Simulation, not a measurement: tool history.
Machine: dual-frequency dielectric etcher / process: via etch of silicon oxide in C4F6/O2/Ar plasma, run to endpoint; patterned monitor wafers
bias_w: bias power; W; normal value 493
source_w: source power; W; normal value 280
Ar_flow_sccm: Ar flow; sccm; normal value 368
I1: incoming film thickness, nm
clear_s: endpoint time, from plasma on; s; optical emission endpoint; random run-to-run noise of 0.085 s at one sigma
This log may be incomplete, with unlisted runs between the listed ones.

{"run": 1, "hour": 0.0, "bias_w": 419, "source_w": 280, "Ar_flow_sccm": 368, "I1": 101.1, "clear_s": 27.7}
{"run": 2, "hour": 31.8, "bias_w": 419, "source_w": 280, "Ar_flow_sccm": 368, "I1": 99.6, "clear_s": 27.2}
{"run": 3, "hour": 75.7, "bias_w": 419, "source_w": 280, "Ar_flow_sccm": 368, "I1": 99.6, "clear_s": 27.1}
{"run": 4, "hour": 132.0, "bias_w": 580, "source_w": 280, "Ar_flow_sccm": 321, "I1": 99.6, "clear_s": 21.7}
{"run": 5, "hour": 196.3, "bias_w": 580, "source_w": 280, "Ar_flow_sccm": 321, "I1": 99.7, "clear_s": 21.7}
{"hour": 241.1, "done": "wet clean of the chamber"}
{"run": 6, "hour": 241.6, "bias_w": 580, "source_w": 280, "Ar_flow_sccm": 321, "I1": 99.5, "clear_s": 21.8}
{"run": 7, "hour": 269.4, "bias_w": 493, "source_w": 280, "Ar_flow_sccm": 340, "I1": 99.3, "clear_s": 24.1}
{"run": 8, "hour": 465.2, "bias_w": 554, "source_w": 280, "Ar_flow_sccm": 368, "I1": 100.5, "clear_s": 23}
{"hour": 520.0, "done": "Ar flow controller replaced"}
{"run": 9, "hour": 529.5, "bias_w": 554, "source_w": 280, "Ar_flow_sccm": 368, "I1": 101.1, "clear_s": 23.2}
{"run": 10, "hour": 582.7, "bias_w": 554, "source_w": 280, "Ar_flow_sccm": 368, "I1": 99.5, "clear_s": 22.6}
{"run": 11, "hour": 648.9, "bias_w": 493, "source_w": 280, "Ar_flow_sccm": 368, "I1": 100.2, "clear_s": 24.6}
{"run": 12, "hour": 719.8, "bias_w": 493, "source_w": 280, "Ar_flow_sccm": 368, "I1": 101.4, "clear_s": 24.8}
{"hour": 745.5, "done": "wet clean of the chamber"}
{"run": 13, "hour": 770.5, "bias_w": 493, "source_w": 280, "Ar_flow_sccm": 368, "I1": 99.8, "clear_s": 24.2}
{"run": 14, "hour": 818.9, "bias_w": 493, "source_w": 280, "Ar_flow_sccm": 368, "I1": 99.4, "clear_s": 24.5}
{"run": 15, "hour": 845.1, "bias_w": 616, "source_w": 280, "Ar_flow_sccm": 436, "I1": 99.6, "clear_s": 22}
{"run": 16, "hour": 886.2, "bias_w": 493, "source_w": 230, "Ar_flow_sccm": 396, "I1": 99.3, "clear_s": 26.5}
{"run": 17, "hour": 920.7, "bias_w": 493, "source_w": 280, "Ar_flow_sccm": 439, "I1": 98.9, "clear_s": 25}
{"hour": 1003.5, "done": "source power generator calibrated"}
{"run": 18, "hour": 1056.7, "bias_w": 374, "source_w": 280, "Ar_flow_sccm": 283, "I1": 100.2, "clear_s": 28}
{"run": 19, "hour": 1081.4, "bias_w": 493, "source_w": 280, "Ar_flow_sccm": 368, "I1": 98.8, "clear_s": 24.2}
{"run": 20, "hour": 1120.9, "bias_w": 493, "source_w": 230, "Ar_flow_sccm": 368, "I1": 100.3, "clear_s": 26.3}
{"run": 21, "hour": 1176.3, "bias_w": 439, "source_w": 240, "Ar_flow_sccm": 368, "I1": 100.3, "clear_s": 28.1}
{"hour": 1196.8, "done": "bias power generator calibrated"}
{"hour": 1201.4, "done": "upper electrode replaced"}
{"hour": 1236.6, "done": "wet clean of the chamber"}
{"run": 22, "hour": 1237.1, "bias_w": 608, "source_w": 280, "Ar_flow_sccm": 318, "I1": 100.3, "clear_s": 21.8}
{"run": 23, "hour": 1261.2, "bias_w": 378, "source_w": 310, "Ar_flow_sccm": 443, "I1": 99.7, "clear_s": 29.4}
{"run": 24, "hour": 1290.6, "bias_w": 537, "source_w": 350, "Ar_flow_sccm": 305, "I1": 98.8, "clear_s": 20.9}
{"run": 25, "hour": 1336.5, "bias_w": 493, "source_w": 280, "Ar_flow_sccm": 368, "I1": 100, "clear_s": 24.8}
{"run": 26, "hour": 1375.8, "bias_w": 493, "source_w": 280, "Ar_flow_sccm": 368, "I1": 100.7, "clear_s": 25.1}
{"run": 27, "hour": 1416.1, "bias_w": 529, "source_w": 300, "Ar_flow_sccm": 322, "I1": 99.3, "clear_s": 22.4}
{"run": 28, "hour": 1466.8, "bias_w": 424, "source_w": 240, "Ar_flow_sccm": 456, "I1": 99.3, "clear_s": 29.8}
{"run": 29, "hour": 1501.8, "bias_w": 565, "source_w": 240, "Ar_flow_sccm": 298, "I1": 100, "clear_s": 23.2}

Results for each run, recomputed without the tool's hidden state and with each run's random variation untouched:
Hidden state at play: etch rate over this chamber's usual, %; bias power that arrives over what is set, %; source power that arrives over what is set, %; Ar flow that arrives over what is set, %.
run=1 clear_s=28.2
run=2 clear_s=27.8
run=3 clear_s=27.6
run=4 clear_s=22.2
run=5 clear_s=22.2
run=6 clear_s=22.3
run=7 clear_s=24.6
run=8 clear_s=23.5
run=9 clear_s=23.7
run=10 clear_s=23.2
run=11 clear_s=25.2
run=12 clear_s=25.5
run=13 clear_s=24.8
run=14 clear_s=25.2
run=15 clear_s=22.5
run=16 clear_s=27.1
run=17 clear_s=25.6
run=18 clear_s=28.7
run=19 clear_s=24.8
run=20 clear_s=27
run=21 clear_s=28.8
run=22 clear_s=21.9
run=23 clear_s=29.5
run=24 clear_s=21
run=25 clear_s=25
run=26 clear_s=25.3
run=27 clear_s=22.7
run=28 clear_s=30.2
run=29 clear_s=23.5
